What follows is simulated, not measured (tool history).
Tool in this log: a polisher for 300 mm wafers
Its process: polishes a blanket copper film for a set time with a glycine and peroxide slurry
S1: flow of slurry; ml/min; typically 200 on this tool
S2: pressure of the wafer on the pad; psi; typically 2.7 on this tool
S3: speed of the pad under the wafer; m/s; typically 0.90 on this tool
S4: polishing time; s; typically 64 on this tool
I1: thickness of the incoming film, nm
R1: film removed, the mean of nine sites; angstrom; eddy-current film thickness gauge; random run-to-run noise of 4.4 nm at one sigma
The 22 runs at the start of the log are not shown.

Run 23, hour 286.6: usual settings but S4 76 s; I1 1542.1. Result: R1 3832 angstrom.
Run 24, hour 296.5: usual settings but S1 255 ml/min; I1 1576.1. Result: R1 3224 angstrom.
Run 25, hour 303.4: usual settings but S1 265 ml/min, S2 2.0 psi, S3 1.12 m/s, S4 73 s; I1 1580.1. Result: R1 3398 angstrom.
Run 26, hour 314.1: usual settings but S2 2.1 psi; I1 1539.1. Result: R1 2613 angstrom.
Run 27, hour 329.3: usual settings but S1 265 ml/min, S4 75 s; I1 1569.7. Result: R1 3925 angstrom.
Run 28, hour 335.3: usual settings; I1 1556.6. Result: R1 3211 angstrom.
Run 29, hour 348.1: usual settings; I1 1584.8. Result: R1 3171 angstrom.
At hour 354.6: worn pad replaced by a new one.
Run 30, hour 365.2: usual settings but S1 220 ml/min, S4 76 s; I1 1551.8. Result: R1 3819 angstrom.
Run 31, hour 378.2: usual settings but S3 0.98 m/s, S4 55 s; I1 1551.7. Result: R1 2880 angstrom.
Run 32, hour 394.9: usual settings but S3 0.70 m/s; I1 1586.1. Result: R1 2754 angstrom.
Run 33, hour 405.0: usual settings but S1 265 ml/min, S2 3.4 psi, S3 1.00 m/s, S4 85 s; I1 1564.3. Result: R1 5928 angstrom.

Predict each of these 5 candidate next runs independently; none follows another, all start after run 33:
Run A, hour 405.4: usual settings; I1 1553.7. Result: R1 ?.
Run B, hour 405.4: usual settings but S1 175 ml/min; I1 1553.7. Result: R1 ?.
Run C, hour 405.4: usual settings but S4 43 s; I1 1553.7. Result: R1 ?.
Run D, hour 405.4: usual settings but S1 265 ml/min, S3 0.98 m/s, S4 47 s; I1 1553.7. Result: R1 ?.
Run E, hour 405.4: usual settings but S1 250 ml/min, S3 0.62 m/s, S4 44 s; I1 1553.7. Result: R1 ?.

run    R1
  A  3203
  B  3130
  C  2152
  D  2600
  E  1761
With the hidden condition removed and each run's random variation left untouched, the same runs would have given:
run    R1
  A  3128
  B  3063
  C  2101
  D  2530
  E  1719
